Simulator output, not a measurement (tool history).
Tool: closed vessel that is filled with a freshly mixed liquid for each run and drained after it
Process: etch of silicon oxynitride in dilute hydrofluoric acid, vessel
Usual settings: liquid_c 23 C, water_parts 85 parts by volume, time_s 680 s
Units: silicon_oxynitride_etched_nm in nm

run	hour	liquid_c	water_parts	time_s	read-back film thickness of the silicon oxynitride reference wafer, read on the same gauge (nm)	silicon_oxynitride_etched_nm
1	0	23	85	415	30	10.57
2	12.2	23	85	415	30.03	10.67
3	24.1	23	85	680	30.01	17.4
4	38.6	24.5	85	680	29.98	18.81
5	51.5	23	65	850	29.95	29.04
6	66.1	23	65	850	30.07	28.96
7	83.5	21.5	85	680	30.02	16.14
8	93.2	21.5	85	680	30.04	16.13
9	111	21.5	85	680	30.05	18.24
10	125.9	23	85	485	30.06	13.99
11	141.7	23	85	485	29.99	14.06
12	152.8	23	85	485	29.99	13.89
13	162.9	21	85	1005	29.97	26.3
14	180.7	23	105	680	30.02	15.43
15	187.1	20	100	860	29.98	17.89
16	203	20	105	1010	29.99	20
17	220.4	20	100	860	29.98	18.01
18	237.7	23	95	680	30.01	17.37
19	251.4	27	70	500	30.02	21.14
20	267.4	23	85	680	30.02	19.55
21	310.8	23	50	680	30.01	33.94
22	320.5	23	85	415	30.01	11.88
23	336.2	23	85	465	30.02	13.23
24	344.1	20	110	375	30.02	7.02
25	351.9	27.5	85	355	30.01	12.52
26	361.4	23	85	680	29.97	19.27
27	393.2	23	85	470	29.95	13.3
28	413.1	26	85	680	30.03	22.2
29	420.1	27	125	310	30.02	6.94
30	426.2	26	125	510	29.99	10.99
31	437.3	23	85	300	30	8.51
32	448.3	23	85	920	30	26.26

Taken out of this log: 3 entries between the listed runs. Where each belongs, and how the hidden state differs across it:
Between runs 8 and 9: thermometer replaced (hour 103.7)
  liquid colder than its thermometer reads (K): 2.61 -> 0.158
  measured less the result without the state, silicon_oxynitride_etched_nm: -2.22 -> -0.15 nm
Between runs 16 and 17: gauge calibrated (hour 218.5)
  liquid colder than its thermometer reads (K): 0.266 -> 0.287
  measured less the result without the state, silicon_oxynitride_etched_nm: -0.27 -> -0.26 nm
Between runs 18 and 19: hydrofluoric acid flow meter replaced (hour 247.8)
  liquid colder than its thermometer reads (K): 0.307 -> 0.323
  measured less the result without the state, silicon_oxynitride_etched_nm: -0.26 -> -0.33 nm
